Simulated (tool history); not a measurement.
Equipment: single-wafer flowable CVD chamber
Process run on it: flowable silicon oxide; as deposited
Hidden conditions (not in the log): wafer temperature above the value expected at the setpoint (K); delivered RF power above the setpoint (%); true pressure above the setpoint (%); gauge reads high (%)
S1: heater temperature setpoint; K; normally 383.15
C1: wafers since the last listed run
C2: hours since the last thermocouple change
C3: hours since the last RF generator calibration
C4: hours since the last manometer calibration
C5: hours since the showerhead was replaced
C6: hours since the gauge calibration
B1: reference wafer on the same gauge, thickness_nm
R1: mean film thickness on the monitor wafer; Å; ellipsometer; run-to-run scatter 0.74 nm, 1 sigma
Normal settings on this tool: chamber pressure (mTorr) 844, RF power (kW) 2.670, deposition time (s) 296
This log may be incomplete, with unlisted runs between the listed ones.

{"run": 1, "hour": 0.0, "S1": 383.15, "chamber pressure (mTorr)": 844, "RF power (kW)": 2.67, "deposition time (s)": 296, "C1": 0, "C2": 1491.3, "C3": 319.8, "C4": 1075.3, "C5": 2976.8, "C6": 1903.8, "B1": 145.037, "R1": 1344.66}
{"run": 2, "hour": 76.2, "S1": 383.15, "chamber pressure (mTorr)": 844, "RF power (kW)": 2.67, "deposition time (s)": 296, "C1": 576, "C2": 1567.5, "C3": 396.0, "C4": 1151.5, "C5": 3053.0, "C6": 1980.0, "B1": 145.437, "R1": 1327.33}
{"run": 3, "hour": 184.0, "S1": 383.15, "chamber pressure (mTorr)": 844, "RF power (kW)": 2.67, "deposition time (s)": 255, "C1": 816, "C2": 1675.3, "C3": 503.8, "C4": 1259.3, "C5": 3160.8, "C6": 2087.8, "B1": 145.061, "R1": 1129.03}
{"hour": 203.5, "done": "capacitance manometer re-zeroed and calibrated"}
{"run": 4, "hour": 256.6, "S1": 383.15, "chamber pressure (mTorr)": 844, "RF power (kW)": 2.67, "deposition time (s)": 296, "C1": 489, "C2": 1747.9, "C3": 576.4, "C4": 53.1, "C5": 3233.4, "C6": 2160.4, "B1": 144.823, "R1": 1389.33}
{"run": 5, "hour": 316.3, "S1": 383.15, "chamber pressure (mTorr)": 844, "RF power (kW)": 2.67, "deposition time (s)": 296, "C1": 451, "C2": 1807.6, "C3": 636.1, "C4": 112.8, "C5": 3293.1, "C6": 2220.1, "B1": 145.049, "R1": 1377.75}
{"run": 6, "hour": 396.1, "S1": 383.15, "chamber pressure (mTorr)": 844, "RF power (kW)": 2.67, "deposition time (s)": 296, "C1": 604, "C2": 1887.4, "C3": 715.9, "C4": 192.6, "C5": 3372.9, "C6": 2299.9, "B1": 145.158, "R1": 1385.85}
{"run": 7, "hour": 476.6, "S1": 383.15, "chamber pressure (mTorr)": 844, "RF power (kW)": 2.67, "deposition time (s)": 296, "C1": 609, "C2": 1967.9, "C3": 796.4, "C4": 273.1, "C5": 3453.4, "C6": 2380.4, "B1": 144.714, "R1": 1368.01}
{"run": 8, "hour": 579.2, "S1": 383.15, "chamber pressure (mTorr)": 844, "RF power (kW)": 2.67, "deposition time (s)": 296, "C1": 776, "C2": 2070.5, "C3": 899.0, "C4": 375.7, "C5": 3556.0, "C6": 2483.0, "B1": 145.07, "R1": 1369.11}
{"hour": 591.8, "done": "thermocouple changed; heater temperature recalibrated"}
{"run": 9, "hour": 645.5, "S1": 383.15, "chamber pressure (mTorr)": 844, "RF power (kW)": 2.67, "deposition time (s)": 296, "C1": 441, "C2": 53.7, "C3": 965.3, "C4": 442.0, "C5": 3622.3, "C6": 2549.3, "B1": 145.25, "R1": 1423.39}
{"run": 10, "hour": 702.8, "S1": 383.15, "chamber pressure (mTorr)": 844, "RF power (kW)": 2.67, "deposition time (s)": 296, "C1": 433, "C2": 111.0, "C3": 1022.6, "C4": 499.3, "C5": 3679.6, "C6": 2606.6, "B1": 145.0, "R1": 1405.22}
{"run": 11, "hour": 747.8, "S1": 383.15, "chamber pressure (mTorr)": 844, "RF power (kW)": 2.405, "deposition time (s)": 296, "C1": 340, "C2": 156.0, "C3": 1067.6, "C4": 544.3, "C5": 3724.6, "C6": 2651.6, "B1": 145.366, "R1": 1384.66}
{"run": 12, "hour": 803.1, "S1": 388.15, "chamber pressure (mTorr)": 844, "RF power (kW)": 2.67, "deposition time (s)": 314, "C1": 418, "C2": 211.3, "C3": 1122.9, "C4": 599.6, "C5": 3779.9, "C6": 2706.9, "B1": 144.847, "R1": 1289.58}
{"hour": 953.0, "done": "showerhead replaced"}
{"hour": 966.5, "done": "RF generator calibrated"}
{"hour": 1005.5, "done": "gauge calibrated"}
{"run": 13, "hour": 1097.8, "S1": 383.15, "chamber pressure (mTorr)": 844, "RF power (kW)": 2.35, "deposition time (s)": 296, "C1": 2109, "C2": 506.0, "C3": 131.3, "C4": 894.3, "C5": 144.8, "C6": 92.3, "B1": 144.876, "R1": 1338.2}
{"run": 14, "hour": 1194.0, "S1": 383.15, "chamber pressure (mTorr)": 844, "RF power (kW)": 2.67, "deposition time (s)": 296, "C1": 728, "C2": 602.2, "C3": 227.5, "C4": 990.5, "C5": 241.0, "C6": 188.5, "B1": 144.962, "R1": 1340.46}
{"run": 15, "hour": 1271.6, "S1": 373.15, "chamber pressure (mTorr)": 844, "RF power (kW)": 2.22, "deposition time (s)": 296, "C1": 587, "C2": 679.8, "C3": 305.1, "C4": 1068.1, "C5": 318.6, "C6": 266.1, "B1": 144.788, "R1": 1735.91}
{"run": 16, "hour": 1314.4, "S1": 383.15, "chamber pressure (mTorr)": 994, "RF power (kW)": 2.67, "deposition time (s)": 279, "C1": 323, "C2": 722.6, "C3": 347.9, "C4": 1110.9, "C5": 361.4, "C6": 308.9, "B1": 145.007, "R1": 1484.52}
{"run": 17, "hour": 1414.4, "S1": 383.15, "chamber pressure (mTorr)": 844, "RF power (kW)": 2.67, "deposition time (s)": 296, "C1": 756, "C2": 822.6, "C3": 447.9, "C4": 1210.9, "C5": 461.4, "C6": 408.9, "B1": 144.707, "R1": 1335.19}
{"run": 18, "hour": 1458.5, "S1": 383.15, "chamber pressure (mTorr)": 844, "RF power (kW)": 2.67, "deposition time (s)": 296, "C1": 333, "C2": 866.7, "C3": 492.0, "C4": 1255.0, "C5": 505.5, "C6": 453.0, "B1": 144.764, "R1": 1321.14}
{"run": 19, "hour": 1600.7, "S1": 383.15, "chamber pressure (mTorr)": 966, "RF power (kW)": 2.67, "deposition time (s)": 296, "C1": 1076, "C2": 1008.9, "C3": 634.2, "C4": 1397.2, "C5": 647.7, "C6": 595.2, "B1": 144.988, "R1": 1505.97}
{"hour": 1621.3, "done": "capacitance manometer re-zeroed and calibrated"}
{"run": 20, "hour": 1676.8, "S1": 379.15, "chamber pressure (mTorr)": 844, "RF power (kW)": 3.035, "deposition time (s)": 296, "C1": 515, "C2": 1085.0, "C3": 710.3, "C4": 55.5, "C5": 723.8, "C6": 671.3, "B1": 145.174, "R1": 1596.98}
{"run": 21, "hour": 1734.2, "S1": 383.15, "chamber pressure (mTorr)": 844, "RF power (kW)": 2.67, "deposition time (s)": 255, "C1": 434, "C2": 1142.4, "C3": 767.7, "C4": 112.9, "C5": 781.2, "C6": 728.7, "B1": 144.806, "R1": 1207.76}
{"run": 22, "hour": 1828.8, "S1": 396.15, "chamber pressure (mTorr)": 844, "RF power (kW)": 2.875, "deposition time (s)": 296, "C1": 716, "C2": 1237.0, "C3": 862.3, "C4": 207.5, "C5": 875.8, "C6": 823.3, "B1": 145.208, "R1": 994.92}
{"run": 23, "hour": 1908.1, "S1": 383.15, "chamber pressure (mTorr)": 694, "RF power (kW)": 2.67, "deposition time (s)": 296, "C1": 600, "C2": 1316.3, "C3": 941.6, "C4": 286.8, "C5": 955.1, "C6": 902.6, "B1": 145.106, "R1": 1140.12}
{"run": 24, "hour": 1997.0, "S1": 383.15, "chamber pressure (mTorr)": 844, "RF power (kW)": 2.67, "deposition time (s)": 296, "C1": 672, "C2": 1405.2, "C3": 1030.5, "C4": 375.7, "C5": 1044.0, "C6": 991.5, "B1": 145.176, "R1": 1391.68}
{"run": 25, "hour": 2062.0, "S1": 383.15, "chamber pressure (mTorr)": 844, "RF power (kW)": 2.67, "deposition time (s)": 348, "C1": 492, "C2": 1470.2, "C3": 1095.5, "C4": 440.7, "C5": 1109.0, "C6": 1056.5, "B1": 144.854, "R1": 1630.51}
{"run": 26, "hour": 2101.2, "S1": 383.15, "chamber pressure (mTorr)": 844, "RF power (kW)": 2.67, "deposition time (s)": 355, "C1": 296, "C2": 1509.4, "C3": 1134.7, "C4": 479.9, "C5": 1148.2, "C6": 1095.7, "B1": 145.232, "R1": 1662.66}
{"run": 27, "hour": 2182.6, "S1": 383.15, "chamber pressure (mTorr)": 634, "RF power (kW)": 2.67, "deposition time (s)": 317, "C1": 616, "C2": 1590.8, "C3": 1216.1, "C4": 561.3, "C5": 1229.6, "C6": 1177.1, "B1": 144.65, "R1": 1103.56}
{"hour": 2245.7, "done": "RF generator calibrated"}
{"run": 28, "hour": 2266.5, "S1": 387.15, "chamber pressure (mTorr)": 844, "RF power (kW)": 2.86, "deposition time (s)": 296, "C1": 574, "C2": 1674.7, "C3": 20.8, "C4": 645.2, "C5": 1313.5, "C6": 1261.0, "B1": 144.917, "R1": 1224.95}

Subtracting, for every run, the result it would have given without the tool's unlogged condition from the measured result gives the following. The same run-to-run variation enters both numbers; the gauge's scatter may not:
run=1 R1=-114.85
run=2 R1=-119.33
run=3 R1=-108.60
run=4 R1=-60.50
run=5 R1=-64.34
run=6 R1=-70.51
run=7 R1=-75.36
run=8 R1=-82.75
run=9 R1=-30.88
run=10 R1=-39.56
run=11 R1=-45.72
run=12 R1=-49.77
run=13 R1=-88.73
run=14 R1=-99.65
run=15 R1=-143.47
run=16 R1=-120.44
run=17 R1=-122.17
run=18 R1=-125.18
run=19 R1=-152.70
run=20 R1=-56.19
run=21 R1=-44.82
run=22 R1=-37.21
run=23 R1=-54.82
run=24 R1=-73.11
run=25 R1=-91.71
run=26 R1=-97.20
run=27 R1=-71.28
run=28 R1=-82.01

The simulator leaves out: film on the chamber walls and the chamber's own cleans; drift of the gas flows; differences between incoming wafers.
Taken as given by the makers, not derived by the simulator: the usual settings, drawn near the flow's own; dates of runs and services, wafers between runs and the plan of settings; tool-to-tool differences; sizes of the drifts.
